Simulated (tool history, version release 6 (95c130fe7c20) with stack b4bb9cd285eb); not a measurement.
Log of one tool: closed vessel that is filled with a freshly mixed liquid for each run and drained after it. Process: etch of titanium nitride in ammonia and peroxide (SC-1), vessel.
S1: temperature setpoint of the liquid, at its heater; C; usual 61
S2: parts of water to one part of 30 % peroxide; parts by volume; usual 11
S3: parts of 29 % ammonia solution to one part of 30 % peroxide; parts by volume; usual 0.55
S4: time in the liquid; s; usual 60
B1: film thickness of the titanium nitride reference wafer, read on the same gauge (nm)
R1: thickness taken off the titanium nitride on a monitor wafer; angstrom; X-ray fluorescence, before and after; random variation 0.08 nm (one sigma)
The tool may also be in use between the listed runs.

run   hour    S1    S2    S3  S4     B1     R1
  1      0    61    11  0.55  60  70.03  108.2
  2    6.1    61    11  0.55  60  70.01  107.2
  3   18.2    61    11  0.55  60  70.03  108.5
  4   32.8    66    11  0.55  60     70  148.2
        41  -- new drum of ammonia solution connected
  5   54.1    61    11  0.55  60  70.03  106.7
  6   70.2    58    11  0.55  60  69.99   87.2
  7   78.3    58    11  0.55  60  69.96   87.2
  8   86.7    61    11  0.55  30  70.03   53.2
  9  103.9    61    11  0.55  70     70  125.1
 10  120.9    61    11  0.55  60     70  106.2
 11    135    61    11  0.55  60  69.99  107.1
 12  141.3  67.5    11   0.8  60     70  174.6
 13  154.5    61   6.5  0.55  90  69.99  208.5
       157  -- thermometer replaced
     158.8  -- gauge calibrated
 14  165.4    61    11  0.65  60  69.96  126.6
 15  175.6  55.5    11  0.55  95  70.02  137.1
 16  184.6    61    11  0.55  60     70  123.9
 17  190.8    61    11  0.55  60  70.01  124.1
 18  205.3    61    11  0.55  60  69.98  122.8
     234.6  -- ammonia flow meter replaced
 19  249.2    61    11  0.55  60  70.01    123
 20  264.9    61    11  0.55  60  70.04  123.3
 21  279.1    61    11  0.55  60  69.98  123.9
 22  294.4    61    11   0.7  60     70  127.5
 23  307.6    61     8  0.75  75     70  190.2
 24    321  52.5  14.5   0.8  60  69.98   64.3
 25  332.3    61    16  0.55  35  70.03   58.5
 26  365.9    70    11  0.55  60     70  218.2
 27  383.9    61   5.5  0.45  60  70.01  167.9
 28  399.5  65.5   9.5  0.65  60  69.99  181.4

4 ways to go on from here, each from the tool as it stands after run 28. What would each give?
  A  400.2    53    11  0.55  60   ?   ?
  B  400.2  52.5  13.5  0.55  60   ?   ?
  C  400.2    61    11  0.45  60   ?   ?
  D  400.2    61    13  0.55  60   ?   ?

run     B1     R1
  A  69.99   71.1
  B  69.99   61.6
  C  69.99  117.2
  D  69.99  111.1
Without the tool's hidden state the same runs would have given:
run     R1
  A   72.6
  B   62.9
  C  119.5
  D  113.3
